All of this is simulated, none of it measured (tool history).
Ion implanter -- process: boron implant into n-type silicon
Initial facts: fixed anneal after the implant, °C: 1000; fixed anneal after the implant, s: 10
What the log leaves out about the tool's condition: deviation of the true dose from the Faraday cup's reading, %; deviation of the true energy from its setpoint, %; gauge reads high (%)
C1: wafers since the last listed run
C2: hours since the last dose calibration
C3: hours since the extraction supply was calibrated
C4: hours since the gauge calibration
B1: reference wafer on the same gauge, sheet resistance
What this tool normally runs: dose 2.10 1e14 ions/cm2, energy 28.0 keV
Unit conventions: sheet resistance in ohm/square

{"run": 1, "hour": 0.0, "dose": 2.55, "energy": 28.0, "C1": 0, "C2": 451.1, "C3": 3170.1, "C4": 113.2, "B1": 332.67, "sheet resistance": 345.65}
{"run": 2, "hour": 39.7, "dose": 2.55, "energy": 28.0, "C1": 1062, "C2": 490.8, "C3": 3209.8, "C4": 152.9, "B1": 332.81, "sheet resistance": 344.27}
{"run": 3, "hour": 89.9, "dose": 2.55, "energy": 28.0, "C1": 1343, "C2": 541.0, "C3": 3260.0, "C4": 203.1, "B1": 333.26, "sheet resistance": 346.16}
{"run": 4, "hour": 119.8, "dose": 2.1, "energy": 28.0, "C1": 800, "C2": 570.9, "C3": 3289.9, "C4": 233.0, "B1": 333.46, "sheet resistance": 400.7}
{"run": 5, "hour": 173.4, "dose": 2.1, "energy": 28.0, "C1": 1434, "C2": 624.5, "C3": 3343.5, "C4": 286.6, "B1": 333.92, "sheet resistance": 401.15}
{"run": 6, "hour": 207.2, "dose": 1.81, "energy": 28.0, "C1": 904, "C2": 658.3, "C3": 3377.3, "C4": 320.4, "B1": 334.21, "sheet resistance": 449.38}
{"run": 7, "hour": 253.5, "dose": 1.81, "energy": 28.0, "C1": 1238, "C2": 704.6, "C3": 3423.6, "C4": 366.7, "B1": 334.55, "sheet resistance": 450.43}
{"run": 8, "hour": 319.4, "dose": 1.81, "energy": 28.0, "C1": 1763, "C2": 770.5, "C3": 3489.5, "C4": 432.6, "B1": 335.78, "sheet resistance": 451.75}
{"run": 9, "hour": 388.6, "dose": 2.1, "energy": 28.0, "C1": 1851, "C2": 839.7, "C3": 3558.7, "C4": 501.8, "B1": 336.72, "sheet resistance": 403.11}
{"run": 10, "hour": 458.6, "dose": 2.1, "energy": 28.0, "C1": 1873, "C2": 909.7, "C3": 3628.7, "C4": 571.8, "B1": 337.96, "sheet resistance": 405.04}

What will run 11 give?
{"run": 11, "hour": 505.6, "dose": 1.73, "energy": 21.5, "C1": 1257, "C2": 956.7, "C3": 3675.7, "C4": 618.8, "B1": "?", "sheet resistance": "?"}

Logged for run 11: B1 338.89, sheet resistance 488.82 ohm/square.
If the tool had no hidden condition, the same run with the same run-to-run variation would have returned sheet resistance 478.81 ohm/square.
